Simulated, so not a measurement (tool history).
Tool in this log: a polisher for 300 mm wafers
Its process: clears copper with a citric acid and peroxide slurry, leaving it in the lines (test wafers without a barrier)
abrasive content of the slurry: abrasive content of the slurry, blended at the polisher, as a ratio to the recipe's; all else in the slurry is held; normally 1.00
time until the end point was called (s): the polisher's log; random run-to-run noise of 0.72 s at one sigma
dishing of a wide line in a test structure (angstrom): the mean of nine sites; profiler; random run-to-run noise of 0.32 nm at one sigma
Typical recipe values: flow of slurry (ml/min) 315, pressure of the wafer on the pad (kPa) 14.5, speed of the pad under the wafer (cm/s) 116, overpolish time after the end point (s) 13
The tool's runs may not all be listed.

run,day,flow of slurry (ml/min),pressure of the wafer on the pad (kPa),speed of the pad under the wafer (cm/s),abrasive content of the slurry,overpolish time after the end point (s),"incoming thickness of the incoming film, nm",time until the end point was called (s),dishing of a wide line in a test structure (angstrom)
1,0.000,315,14.5,96,1.15,13,134.4,81.5,154
2,0.650,315,14.5,96,1.15,13,133.5,83.4,152
3,1.329,260,14.5,116,1.00,13,133.9,73.7,179
4,1.612,260,14.5,116,1.00,13,132.7,73.7,179
5,2.338,315,11.0,116,1.00,13,135.6,97.2,135
6,3.033,315,11.0,116,1.00,13,137.4,100.6,136
7,3.738,315,11.0,116,1.00,13,133.6,97.3,130
8,4.342,315,14.5,116,1.00,13,136.1,75.6,174
9,4.692,315,14.5,116,1.00,19,138.0,76.6,244
10,5.379,315,14.5,116,1.00,13,135.8,75.7,170
11,6.117,315,14.5,116,1.00,13,137.6,77.8,164
12,6.438,315,14.5,116,1.10,13,137.1,73.5,170
13,6.758,315,14.5,116,1.00,13,135.7,75.7,174
14,7.346,315,12.4,140,1.00,13,134.9,74.1,173
15,7.958,315,14.5,116,1.00,13,135.2,67.8,189
16,8.588,205,14.5,78,1.00,13,133.9,107.6,123
17,9.004,270,16.5,96,1.00,13,133.7,74.5,174
18,9.625,345,14.5,116,1.25,13,133.4,66.1,189
19,10.321,315,14.5,116,1.00,13,134.6,72.5,176
20,10.958,315,14.5,116,0.85,13,133.8,75.4,165
21,11.562,215,9.7,116,1.00,13,136.4,116.1,115
22,11.900,315,14.5,116,1.00,13,133.9,74.0,174
23,12.421,315,14.5,116,1.15,17,137.0,73.1,226
24,12.762,315,14.5,116,1.00,7,133.6,74.1,98
25,13.442,315,14.5,116,1.10,8,133.9,71.9,113

Missing from the log above: 4 entries noted between runs. For each, name the pair of listed runs it sits between and say how the tool's hidden condition differs from the listed run just before to the listed run just after:
Between runs 9 and 10: slurry nozzle cleaned (day 4.992); head pressure recalibrated (day 5.217)
  removal rate lost through wear of the pad, %: 11.3 -> 11.5
  measured result minus the result with no hidden state, time until the end point was called (s): +8.7 -> +8.7; dishing of a wide line in a test structure (angstrom): -28 -> -21
Between runs 10 and 11: slurry blender recalibrated (day 5.638)
  removal rate lost through wear of the pad, %: 11.5 -> 11.8
  measured result minus the result with no hidden state, time until the end point was called (s): +8.7 -> +9.2; dishing of a wide line in a test structure (angstrom): -21 -> -20
Between runs 14 and 15: worn pad replaced by a new one (day 7.679)
  removal rate lost through wear of the pad, %: 12 -> 1.76
  measured result minus the result with no hidden state, time until the end point was called (s): +9.0 -> +1.2; dishing of a wide line in a test structure (angstrom): -22 -> -3
